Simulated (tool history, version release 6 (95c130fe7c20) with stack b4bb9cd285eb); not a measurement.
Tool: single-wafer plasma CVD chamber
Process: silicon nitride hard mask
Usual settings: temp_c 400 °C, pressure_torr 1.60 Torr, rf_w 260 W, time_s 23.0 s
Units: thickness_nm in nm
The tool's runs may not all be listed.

run    hour  temp_c  pressure_torr  rf_w  time_s  wafers since the last listed run  hours since the last thermocouple change  hours since the last RF generator calibration  hours since the last manometer calibration  hours since the showerhead was replaced  hours since the gauge calibration  read-back reference wafer on the same gauge, thickness_nm  thickness_nm
  1     0.0     400           1.60   260    23.0                                 0                                     946.3                                          220.0                                      1253.1                                   4237.0                             1682.5                                                     26.098        22.547
  2    53.3     400           1.60   260    23.0                              1263                                     999.6                                          273.3                                      1306.4                                   4290.3                             1735.8                                                     26.101        22.545
  3   116.3     400           1.60   260    23.0                              1493                                    1062.6                                          336.3                                      1369.4                                   4353.3                             1798.8                                                     26.108        22.324
  4   202.9     400           1.60   260    23.0                              2053                                    1149.2                                          422.9                                      1456.0                                   4439.9                             1885.4                                                     26.116        22.340
      276.5  -- capacitance manometer re-zeroed and calibrated
  5   277.0     400           1.60   260    23.0                              1567                                    1223.3                                          497.0                                         0.5                                   4514.0                             1959.5                                                     26.094        22.333
      341.5  -- gauge calibrated
  6   355.6     409           1.60   260    19.4                              1863                                    1301.9                                          575.6                                        79.1                                   4592.6                               14.1                                                     26.103        18.726
      405.9  -- thermocouple changed; heater temperature recalibrated
  7   408.8     409           1.60   260    19.4                              1071                                       2.9                                          628.8                                       132.3                                   4645.8                               67.3                                                     26.106        18.634
  8   458.2     409           1.60   260    19.4                              1171                                      52.3                                          678.2                                       181.7                                   4695.2                              116.7                                                     26.115        18.689
  9   546.3     400           1.60   280    23.0                              2088                                     140.4                                          766.3                                       269.8                                   4783.3                              204.8                                                     26.100        23.114
      725.1  -- RF generator calibrated
 10   730.9     393           1.60   220    23.0                              4186                                     325.0                                            5.8                                       454.4                                   4967.9                              389.4                                                     26.078        20.508
 11   780.3     394           1.23   260    26.7                              1171                                     374.4                                           55.2                                       503.8                                   5017.3                              438.8                                                     26.106        23.649
 12   883.4     400           1.60   245    23.0                              2444                                     477.5                                          158.3                                       606.9                                   5120.4                              541.9                                                     26.072        21.600
 13   925.8     390           1.90   260    25.9                              1005                                     519.9                                          200.7                                       649.3                                   5162.8                              584.3                                                     26.094        26.773
      949.3  -- showerhead replaced, of another model than before
 14   962.3     391           1.60   260    23.0                               675                                     556.4                                          237.2                                       685.8                                     13.0                              620.8                                                     26.100        22.459
 15  1057.8     396           1.36   295    23.0                              2264                                     651.9                                          332.7                                       781.3                                    108.5                              716.3                                                     26.094        23.072

Forecast run 16:
 16  1271.7     389           1.91   235    26.5                              5071                                     865.8                                          546.6                                       995.2                                    322.4                              930.2                                                          ?             ?

read-back reference wafer on the same gauge, thickness_nm: 26.128
thickness_nm: 25.616 nm
Without the tool's hidden state the same run would have given thickness_nm 25.816 nm.
